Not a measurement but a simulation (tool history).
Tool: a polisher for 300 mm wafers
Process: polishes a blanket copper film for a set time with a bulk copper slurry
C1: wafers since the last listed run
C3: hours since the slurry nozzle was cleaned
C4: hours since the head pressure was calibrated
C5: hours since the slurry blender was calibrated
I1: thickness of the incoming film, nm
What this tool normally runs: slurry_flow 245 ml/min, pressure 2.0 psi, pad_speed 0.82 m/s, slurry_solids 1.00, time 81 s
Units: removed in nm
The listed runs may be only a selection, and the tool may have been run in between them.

Run 1, hour 0.0: usual settings but slurry_solids 1.10; C1 0; wafers polished on this pad 3799; C3 405.9; C4 265.9; C5 413.4; I1 1833.1. Result: removed 470.7 nm.
At hour 34.1: slurry blender recalibrated.
Run 2, hour 54.0: usual settings but slurry_solids 1.10; C1 608; wafers polished on this pad 4407; C3 459.9; C4 319.9; C5 19.9; I1 1869.4. Result: removed 476.6 nm.
Run 3, hour 112.1: usual settings but slurry_solids 0.75; C1 679; wafers polished on this pad 5086; C3 518.0; C4 378.0; C5 78.0; I1 1869.7. Result: removed 425.7 nm.
At hour 133.4: worn pad replaced by a new one.
Run 4, hour 156.5: usual settings but slurry_solids 0.75; C1 472; wafers polished on this pad 270; C3 562.4; C4 422.4; C5 122.4; I1 1869.2. Result: removed 461.7 nm.
At hour 170.9: slurry nozzle cleaned.
Run 5, hour 184.0: usual settings but pressure 2.5 psi, time 69 s; C1 309; wafers polished on this pad 580; C3 13.1; C4 449.9; C5 149.9; I1 1872.1. Result: removed 490.1 nm.
Run 6, hour 229.5: usual settings but pressure 2.5 psi, time 69 s; C1 532; wafers polished on this pad 1112; C3 58.6; C4 495.4; C5 195.4; I1 1870.7. Result: removed 479.2 nm.
Run 7, hour 266.5: usual settings but pad_speed 0.66 m/s; C1 432; wafers polished on this pad 1545; C3 95.6; C4 532.4; C5 232.4; I1 1893.7. Result: removed 396.2 nm.
At hour 296.0: head pressure recalibrated.
Run 8, hour 348.5: usual settings; C1 935; wafers polished on this pad 2481; C3 177.6; C4 52.5; C5 314.4; I1 1847.5. Result: removed 470.6 nm.
Run 9, hour 414.7: usual settings; C1 774; wafers polished on this pad 3255; C3 243.8; C4 118.7; C5 380.6; I1 1864.6. Result: removed 473.2 nm.
Run 10, hour 482.5: usual settings but slurry_flow 325 ml/min, pad_speed 0.60 m/s, slurry_solids 1.10; C1 792; wafers polished on this pad 4048; C3 311.6; C4 186.5; C5 448.4; I1 1857.4. Result: removed 379.5 nm.
At hour 518.8: worn pad replaced by a new one.
Run 11, hour 526.1: usual settings; C1 463; wafers polished on this pad 85; C3 355.2; C4 230.1; C5 492.0; I1 1885.8. Result: removed 502.9 nm.
At hour 539.2: slurry blender recalibrated.
Run 12, hour 578.9: usual settings; C1 594; wafers polished on this pad 679; C3 408.0; C4 282.9; C5 39.7; I1 1897.8. Result: removed 491.7 nm.
Run 13, hour 618.3: usual settings but pressure 1.6 psi; C1 460; wafers polished on this pad 1140; C3 447.4; C4 322.3; C5 79.1; I1 1861.8. Result: removed 414.5 nm.
At hour 650.6: slurry nozzle cleaned.
Run 14, hour 688.7: usual settings but slurry_flow 195 ml/min, slurry_solids 1.10; C1 811; wafers polished on this pad 1952; C3 38.1; C4 392.7; C5 149.5; I1 1869.2. Result: removed 469.5 nm.
Run 15, hour 749.2: usual settings but pad_speed 1.02 m/s; C1 707; wafers polished on this pad 2659; C3 98.6; C4 453.2; C5 210.0; I1 1846.3. Result: removed 561.1 nm.
Run 16, hour 891.1: usual settings but slurry_flow 315 ml/min; C1 1659; wafers polished on this pad 4319; C3 240.5; C4 595.1; C5 351.9; I1 1880.1. Result: removed 479.2 nm.
At hour 931.9: slurry blender recalibrated.
At hour 950.9: head pressure recalibrated.
At hour 959.4: worn pad replaced by a new one.
Run 17, hour 963.0: usual settings but slurry_flow 305 ml/min, pressure 2.6 psi; C1 747; wafers polished on this pad 42; C3 312.4; C4 12.1; C5 31.1; I1 1836.7. Result: removed 615.5 nm.
Run 18, hour 1033.1: usual settings but slurry_solids 1.25; C1 819; wafers polished on this pad 861; C3 382.5; C4 82.2; C5 101.2; I1 1858.1. Result: removed 510.7 nm.
Run 19, hour 1096.8: usual settings but slurry_flow 215 ml/min, pad_speed 0.70 m/s, slurry_solids 0.75; C1 744; wafers polished on this pad 1606; C3 446.2; C4 145.9; C5 164.9; I1 1840.9. Result: removed 387.9 nm.
Run 20, hour 1126.7: usual settings but slurry_flow 185 ml/min, slurry_solids 1.25; C1 349; wafers polished on this pad 1956; C3 476.1; C4 175.8; C5 194.8; I1 1867.4. Result: removed 488.9 nm.
At hour 1161.4: slurry nozzle cleaned.
Run 21, hour 1165.7: usual settings but pressure 2.6 psi, slurry_solids 1.10; C1 444; wafers polished on this pad 2400; C3 4.3; C4 214.8; C5 233.8; I1 1866.0. Result: removed 585.7 nm.
Run 22, hour 1192.3: usual settings; C1 311; wafers polished on this pad 2712; C3 30.9; C4 241.4; C5 260.4; I1 1869.7. Result: removed 474.0 nm.
Run 23, hour 1257.2: usual settings but time 90 s; C1 759; wafers polished on this pad 3471; C3 95.8; C4 306.3; C5 325.3; I1 1884.1. Result: removed 511.2 nm.
Run 24, hour 1326.9: usual settings but slurry_flow 280 ml/min, time 108 s; C1 815; wafers polished on this pad 4286; C3 165.5; C4 376.0; C5 395.0; I1 1887.3. Result: removed 627.7 nm.
Run 25, hour 1387.0: usual settings but pressure 1.5 psi; C1 702; wafers polished on this pad 4989; C3 225.6; C4 436.1; C5 455.1; I1 1866.0. Result: removed 388.2 nm.
At hour 1426.5: slurry blender recalibrated.
At hour 1440.7: worn pad replaced by a new one.
Run 26, hour 1458.3: usual settings but pressure 2.2 psi, pad_speed 0.74 m/s; C1 763; wafers polished on this pad 205; C3 296.9; C4 507.4; C5 31.8; I1 1882.0. Result: removed 486.3 nm.
Run 27, hour 1528.5: usual settings but slurry_flow 200 ml/min, pad_speed 1.00 m/s; C1 820; wafers polished on this pad 1026; C3 367.1; C4 577.6; C5 102.0; I1 1860.5. Result: removed 555.0 nm.
Run 28, hour 1601.3: usual settings but slurry_solids 0.85; C1 851; wafers polished on this pad 1878; C3 439.9; C4 650.4; C5 174.8; I1 1897.1. Result: removed 454.3 nm.
At hour 1648.5: slurry nozzle cleaned.
At hour 1659.9: head pressure recalibrated.
Run 29, hour 1662.3: usual settings; C1 678; wafers polished on this pad 2556; C3 13.8; C4 2.4; C5 235.8; I1 1868.3. Result: removed 472.1 nm.

Below, some changes in removed between adjacent runs. For each, the amount present without the hidden state too (settings, incoming material, random variation) and the amount remaining for the hidden state with gauge scatter not shared by both compared results:
Hidden state at play: removal rate lost through wear of the pad, %; slurry flow missing at the pad, %; deviation of the head's pressure from its setpoint, %; abrasive missing from the slurry, %.
Run 3 -> 4: worn pad replaced by a new one. removed +36.0 nm: hidden state +23.7, all else +12.3.
Run 16 -> 17: slurry_flow 315 -> 305, pressure 2.0 -> 2.6, slurry blender recalibrated, head pressure recalibrated, worn pad replaced by a new one. removed +136.3 nm: hidden state +32.7, all else +103.6.
Run 24 -> 25: slurry_flow 280 -> 245, pressure 2.0 -> 1.5, time 108 -> 81. removed -239.5 nm: hidden state +16.2, all else -255.7.
